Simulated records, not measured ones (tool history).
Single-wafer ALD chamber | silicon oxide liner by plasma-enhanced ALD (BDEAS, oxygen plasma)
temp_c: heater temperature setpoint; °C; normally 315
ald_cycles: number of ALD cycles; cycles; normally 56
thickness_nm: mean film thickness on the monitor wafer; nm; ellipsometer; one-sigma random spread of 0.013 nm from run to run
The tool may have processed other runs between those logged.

run   hour  temp_c  ald_cycles  read-back reference wafer on the same gauge, thickness_nm  thickness_nm
  1    0.0     310          56                                                      5.514         5.069
  2   13.8     310          56                                                      5.524         5.061
  3   30.6     315          49                                                      5.522         4.410
  4   46.2     315          56                                                      5.525         5.009
  5   59.5     315          56                                                      5.525         5.028
  6   65.9     315          56                                                      5.521         5.042
  7   77.1     315          48                                                      5.526         4.314
  8   91.8     315          48                                                      5.522         4.296
  9  103.5     315          56                                                      5.522         5.012
 10  110.7     319          56                                                      5.518         4.988
 11  124.6     315          56                                                      5.517         5.030
     140.6  -- thermocouple changed; heater temperature recalibrated
 12  141.1     315          56                                                      5.522         5.039
     153.4  -- gauge calibrated
 13  157.7     315          56                                                      5.524         5.015
 14  169.9     303          56                                                      5.517         5.106
 15  181.0     315          56                                                      5.521         5.011
 16  191.3     306          62                                                      5.513         5.642
 17  199.0     315          56                                                      5.520         5.027
 18  207.6     315          56                                                      5.525         5.035
 19  215.7     326          51                                                      5.526         4.511
 20  227.3     315          56                                                      5.522         5.043
 21  234.1     322          59                                                      5.519         5.244
 22  246.8     304          60                                                      5.517         5.475
 23  259.5     329          62                                                      5.518         5.419
 24  269.4     315          56                                                      5.521         5.022
 25  284.2     303          59                                                      5.514         5.399
 26  290.2     306          63                                                      5.519         5.755

What if the next run were any one of these 4? Each begins from the tool's condition after run 26:
  A  290.7     315          56                                                          ?             ?
  B  290.7     315          51                                                          ?             ?
  C  290.7     301          49                                                          ?             ?
  D  290.7     306          67                                                          ?             ?

run  read-back reference wafer on the same gauge, thickness_nm  thickness_nm
  A                                                      5.522         5.044
  B                                                      5.522         4.594
  C                                                      5.522         4.524
  D                                                      5.522         6.123
With no hidden state in the tool, these same runs would have given:
run  thickness_nm
  A         5.044
  B         4.594
  C         4.524
  D         6.123
